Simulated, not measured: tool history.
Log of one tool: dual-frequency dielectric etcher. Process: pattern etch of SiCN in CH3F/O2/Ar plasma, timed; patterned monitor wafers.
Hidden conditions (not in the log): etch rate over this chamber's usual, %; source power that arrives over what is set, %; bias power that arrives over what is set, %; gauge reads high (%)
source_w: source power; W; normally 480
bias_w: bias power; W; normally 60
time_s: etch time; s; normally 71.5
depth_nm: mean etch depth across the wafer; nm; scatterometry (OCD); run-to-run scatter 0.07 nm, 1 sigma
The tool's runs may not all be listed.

run	hour	source_w	bias_w	time_s	wafers since the last listed run	hours since the last wet clean	hours since the last source power generator calibration	hours since the last bias power generator calibration	hours since the last upper electrode change	hours since the gauge calibration	read-back reference wafer on the same gauge, depth_nm	depth_nm
1	0	480	60	71.5	0	565	243.8	1978.2	2138.5	176.4	21.59	26.87
# hour 103.8: wet clean of the chamber
2	106	480	60	71.5	665	2.2	349.8	2084.2	2244.5	282.4	21.6	26.18
3	185.1	480	60	71.5	641	81.3	428.9	2163.3	2323.6	361.5	21.59	26.19
4	227.2	480	60	71.5	341	123.4	471	2205.4	2365.7	403.6	21.61	26.37
5	299.2	480	60	71.5	583	195.4	543	2277.4	2437.7	475.6	21.59	26.39
6	337.8	480	60	71.5	313	234	581.6	2316	2476.3	514.2	21.59	26.45
7	386.4	480	49	71.5	394	282.6	630.2	2364.6	2524.9	562.8	21.62	24.05
8	459.5	480	49	71.5	592	355.7	703.3	2437.7	2598	635.9	21.59	24.1
9	559.2	480	60	71.5	808	455.4	803	2537.4	2697.7	735.6	21.61	26.69
# hour 616.2: wet clean of the chamber
10	618.2	480	60	71.5	283	2	862	2596.4	2756.7	794.6	21.6	26.18
11	685.4	480	60	71.5	545	69.2	929.2	2663.6	2823.9	861.8	21.61	26.3
12	764.7	430	60	81	643	148.5	1008.5	2742.9	2903.2	941.1	21.61	27.8
13	834.3	480	72	59.5	564	218.1	1078.1	2812.5	2972.8	1010.7	21.59	23.95
14	924.1	480	60	71.5	728	307.9	1167.9	2902.3	3062.6	1100.5	21.59	26.55
15	970.8	560	60	71.5	378	354.6	1214.6	2949	3109.3	1147.2	21.59	29.09
16	1050.9	480	60	92.5	649	434.7	1294.7	3029.1	3189.4	1227.3	21.59	34.47
17	1087.7	480	60	71.5	298	471.5	1331.5	3065.9	3226.2	1264.1	21.6	26.6
# hour 1112: bias power generator calibrated
18	1194.9	480	49	71.5	837	578.7	1438.7	82.9	3333.4	1371.3	21.59	24.29
# hour 1257.5: wet clean of the chamber
19	1258	480	53	79.5	317	0.5	1501.8	146	3396.5	1434.4	21.6	27.42
20	1323.9	480	60	71.5	534	66.4	1567.7	211.9	3462.4	1500.3	21.58	26.4

What does the tool deliver on the next run?
21	1392.6	480	60	71.5	557	135.1	1636.4	280.6	3531.1	1569	?	?

{"run 21": {"read-back reference wafer on the same gauge, depth_nm": 21.61, "depth_nm": 26.26}}
If the tool had no hidden condition, the same run with the same run-to-run variation would have returned depth_nm 26.23 nm.
